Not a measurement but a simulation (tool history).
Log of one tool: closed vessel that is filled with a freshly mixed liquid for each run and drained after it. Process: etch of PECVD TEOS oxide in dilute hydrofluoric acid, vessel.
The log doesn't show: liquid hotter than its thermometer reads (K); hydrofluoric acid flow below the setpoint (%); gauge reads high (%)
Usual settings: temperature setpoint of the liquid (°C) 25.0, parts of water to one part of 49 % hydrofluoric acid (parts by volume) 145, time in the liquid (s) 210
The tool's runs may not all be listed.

| run | day | temperature setpoint of the liquid (°C) | parts of water to one part of 49 % hydrofluoric acid (parts by volume) | time in the liquid (s) | wafers since the last listed run | hours since the thermometer was replaced | hours since the hydrofluoric acid flow meter was replaced | hours since the gauge calibration | read-back film thickness of the PECVD TEOS oxide reference wafer, read on the same gauge (nm) | thickness taken off the PECVD TEOS oxide on a monitor wafer (nm) |
|---|---|---|---|---|---|---|---|---|---|---|
| 1 | 0.000 | 25.0 | 145 | 210 | 0 | 1903.9 | 712.2 | 561.1 | 140.01 | 30.85 |
| 2 | 2.912 | 25.0 | 145 | 210 | 4891 | 1973.8 | 782.1 | 631.0 | 140.01 | 31.15 |
| 3 | 4.738 | 25.0 | 145 | 210 | 3065 | 2017.6 | 825.9 | 674.8 | 140.01 | 31.12 |
| 4 | 7.479 | 25.0 | 145 | 210 | 4605 | 2083.4 | 891.7 | 740.6 | 140.00 | 31.37 |
| 5 | 9.112 | 25.0 | 145 | 210 | 2743 | 2122.6 | 930.9 | 779.8 | 139.97 | 31.26 |
| 6 | 11.742 | 25.0 | 145 | 210 | 4416 | 2185.7 | 994.0 | 842.9 | 139.97 | 31.10 |
| 7 | 13.454 | 25.0 | 145 | 210 | 2876 | 2226.8 | 1035.1 | 884.0 | 140.01 | 31.39 |
|  | 14.467 | gauge calibrated |
| 8 | 16.058 | 25.0 | 175 | 280 | 4374 | 2289.3 | 1097.6 | 38.2 | 140.00 | 33.36 |
| 9 | 22.654 | 25.0 | 175 | 280 | 11078 | 2447.6 | 1255.9 | 196.5 | 140.00 | 33.47 |
|  | 22.821 | thermometer replaced |
| 10 | 25.583 | 25.0 | 145 | 210 | 4849 | 66.3 | 1326.2 | 266.8 | 139.99 | 32.91 |
| 11 | 27.750 | 25.0 | 145 | 210 | 3639 | 118.3 | 1378.2 | 318.8 | 140.01 | 32.93 |
|  | 28.571 | hydrofluoric acid flow meter replaced |
| 12 | 29.717 | 25.0 | 145 | 210 | 3233 | 165.5 | 27.5 | 366.0 | 139.98 | 32.99 |
| 13 | 32.646 | 29.0 | 110 | 310 | 4919 | 235.8 | 97.8 | 436.3 | 140.00 | 77.62 |
| 14 | 33.988 | 25.0 | 145 | 150 | 2253 | 268.0 | 130.0 | 468.5 | 139.97 | 23.58 |
|  | 34.308 | thermometer replaced, repeated, since the last time left the tool worse |
| 15 | 36.267 | 25.0 | 105 | 210 | 3758 | 47.0 | 184.7 | 523.2 | 140.04 | 42.52 |
| 16 | 38.062 | 22.5 | 145 | 210 | 3016 | 90.1 | 227.8 | 566.3 | 139.98 | 26.56 |
| 17 | 40.708 | 25.0 | 145 | 110 | 4444 | 153.6 | 291.3 | 629.8 | 139.99 | 15.50 |
| 18 | 42.138 | 28.5 | 145 | 210 | 2400 | 187.9 | 325.6 | 664.1 | 140.02 | 33.68 |
| 19 | 43.388 | 25.0 | 145 | 210 | 2099 | 217.9 | 355.6 | 694.1 | 139.98 | 29.49 |
| 20 | 44.971 | 26.5 | 195 | 245 | 2659 | 255.9 | 393.6 | 732.1 | 140.00 | 25.58 |
| 21 | 47.417 | 25.0 | 145 | 210 | 4108 | 314.6 | 452.3 | 790.8 | 140.01 | 29.61 |

4 ways to go on from here, each from the tool as it stands after run 21. What would each give?
| A | 47.446 | 25.0 | 145 | 210 | 48 | 315.3 | 453.0 | 791.5 | ? | ? |
| B | 47.446 | 22.0 | 145 | 140 | 48 | 315.3 | 453.0 | 791.5 | ? | ? |
| C | 47.446 | 27.0 | 210 | 90 | 48 | 315.3 | 453.0 | 791.5 | ? | ? |
| D | 47.446 | 27.0 | 180 | 105 | 48 | 315.3 | 453.0 | 791.5 | ? | ? |

| run | read-back film thickness of the PECVD TEOS oxide reference wafer, read on the same gauge (nm) | thickness taken off the PECVD TEOS oxide on a monitor wafer (nm) |
|---|---|---|
| A | 140.00 | 29.54 |
| B | 140.00 | 17.55 |
| C | 140.00 | 8.72 |
| D | 140.00 | 12.29 |
Without the tool's hidden state the same runs would have given:
| run | thickness taken off the PECVD TEOS oxide on a monitor wafer (nm) |
|---|---|
| A | 29.22 |
| B | 17.35 |
| C | 8.63 |
| D | 12.16 |
